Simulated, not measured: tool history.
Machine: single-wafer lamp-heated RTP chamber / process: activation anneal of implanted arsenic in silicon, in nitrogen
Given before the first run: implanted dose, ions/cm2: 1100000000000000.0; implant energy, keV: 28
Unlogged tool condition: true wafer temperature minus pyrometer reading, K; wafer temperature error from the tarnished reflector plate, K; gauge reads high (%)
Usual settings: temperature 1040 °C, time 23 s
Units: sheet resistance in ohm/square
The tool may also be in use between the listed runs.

run   hour  temperature  time  wafers since the last listed run  wafers since the last pyrometer calibration  wafers since the reflector plate was cleaned  hours since the gauge calibration  read-back reference wafer on the same gauge, sheet resistance  sheet resistance
  1      0         1040    23                                 0                                           51                                           419                             1044.4                                                          85.42             98.45
  2   63.3         1040    23                               857                                          908                                          1277                             1107.7                                                          85.36             97.49
  3  121.1         1040    23                               783                                         1692                                          2060                             1165.5                                                           85.4             97.34
  4  188.5         1040    23                               913                                         2605                                          2973                             1232.9                                                          85.35             97.51
  5  217.4         1040    23                               391                                         2996                                          3365                             1261.8                                                          85.34             96.56
  6  267.3         1040    23                               676                                         3673                                          4041                             1311.7                                                          85.43             97.23
     287.4  -- pyrometer window cleaned and pyrometer calibrated
  7  334.6         1040    23                               803                                          639                                          4844                               1379                                                          85.42             97.96
  8  367.1         1059    23                               440                                         1079                                          5285                             1411.5                                                          85.48             94.87
  9  424.9         1059    23                               783                                         1862                                          6068                             1469.3                                                          85.51             94.57
 10    493         1059    23                               922                                         2785                                          6991                             1537.4                                                          85.43             93.75
     536.2  -- reflector plate cleaned
 11  578.2         1040    23                              1046                                         3831                                           569                             1622.6                                                          85.43             97.18
     613.4  -- pyrometer window cleaned and pyrometer calibrated
 12  628.2         1023    35                               569                                          200                                          1138                             1672.6                                                          85.41             97.89
     652.8  -- gauge calibrated
 13  655.9         1040    30                               375                                          575                                          1513                                3.1                                                           85.4             96.28
 14  718.3         1054    14                               845                                         1421                                          2359                               65.5                                                          85.42             98.65
 15  756.8         1020    11                               521                                         1943                                          2880                                104                                                          85.39            103.58
 16  825.3         1055    28                               928                                         2871                                          3809                              172.5                                                           85.4              92.9

Run 17 comes next. What will it give?
 17  851.7         1026    10                               357                                         3228                                          4166                              198.9                                                              ?                 ?

Run 17 yielded read-back reference wafer on the same gauge, sheet resistance 85.47, sheet resistance 103.35 ohm/square.
Without the tool's hidden state the same run would have given sheet resistance 105.02 ohm/square.

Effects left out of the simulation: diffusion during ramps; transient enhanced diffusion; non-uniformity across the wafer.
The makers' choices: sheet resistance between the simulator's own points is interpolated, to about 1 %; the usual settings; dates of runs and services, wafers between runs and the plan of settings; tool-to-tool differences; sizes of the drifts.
